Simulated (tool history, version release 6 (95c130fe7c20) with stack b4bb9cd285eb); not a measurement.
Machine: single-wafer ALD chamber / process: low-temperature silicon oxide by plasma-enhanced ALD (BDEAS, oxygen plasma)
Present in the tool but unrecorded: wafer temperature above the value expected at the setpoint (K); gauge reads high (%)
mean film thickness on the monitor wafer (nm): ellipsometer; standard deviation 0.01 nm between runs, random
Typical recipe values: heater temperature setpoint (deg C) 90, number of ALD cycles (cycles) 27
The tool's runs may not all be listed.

| run | hour | heater temperature setpoint (deg C) | number of ALD cycles (cycles) | wafers since the last listed run | hours since the last thermocouple change | hours since the gauge calibration | read-back reference wafer on the same gauge, thickness_nm | mean film thickness on the monitor wafer (nm) |
|---|---|---|---|---|---|---|---|---|
| 1 | 0 | 90 | 24 | 0 | 1167.7 | 150.6 | 4.271 | 3.637 |
| 2 | 20.4 | 90 | 24 | 141 | 1188.1 | 171 | 4.272 | 3.642 |
| 3 | 32.9 | 90 | 27 | 86 | 1200.6 | 183.5 | 4.269 | 4.114 |
| 4 | 49.6 | 90 | 27 | 115 | 1217.3 | 200.2 | 4.268 | 4.102 |
| 5 | 60.7 | 90 | 27 | 76 | 1228.4 | 211.3 | 4.272 | 4.122 |
| 6 | 73.8 | 90 | 27 | 90 | 1241.5 | 224.4 | 4.269 | 4.084 |
| 7 | 85.9 | 90 | 27 | 83 | 1253.6 | 236.5 | 4.272 | 4.114 |
|  | 88.1 | gauge calibrated |
| 8 | 112.4 | 90 | 27 | 183 | 1280.1 | 24.3 | 4.268 | 4.108 |
|  | 131.5 | thermocouple changed; heater temperature recalibrated |
| 9 | 132 | 98 | 31 | 80 | 0.5 | 43.9 | 4.269 | 4.592 |
| 10 | 139.5 | 80 | 24 | 51 | 8 | 51.4 | 4.27 | 3.749 |
| 11 | 146.1 | 90 | 25 | 45 | 14.6 | 58 | 4.269 | 3.811 |
| 12 | 158.2 | 104 | 31 | 83 | 26.7 | 70.1 | 4.272 | 4.531 |
| 13 | 175.3 | 90 | 27 | 118 | 43.8 | 87.2 | 4.269 | 4.104 |
| 14 | 182.6 | 96 | 27 | 50 | 51.1 | 94.5 | 4.271 | 4.029 |
| 15 | 190.7 | 90 | 25 | 56 | 59.2 | 102.6 | 4.268 | 3.801 |
| 16 | 202.8 | 75 | 29 | 83 | 71.3 | 114.7 | 4.27 | 4.6 |
| 17 | 213.4 | 90 | 32 | 73 | 81.9 | 125.3 | 4.269 | 4.842 |

Across each entry between runs, compare the hidden state at the last listed run before it with the hidden state at the first listed run after it:
Run 7 -> run 8: gauge calibrated (hour 88.1)
  no difference in the tool's unlogged condition between these two runs
Run 8 -> run 9: thermocouple changed; heater temperature recalibrated (hour 131.5)
  no difference in the tool's unlogged condition between these two runs

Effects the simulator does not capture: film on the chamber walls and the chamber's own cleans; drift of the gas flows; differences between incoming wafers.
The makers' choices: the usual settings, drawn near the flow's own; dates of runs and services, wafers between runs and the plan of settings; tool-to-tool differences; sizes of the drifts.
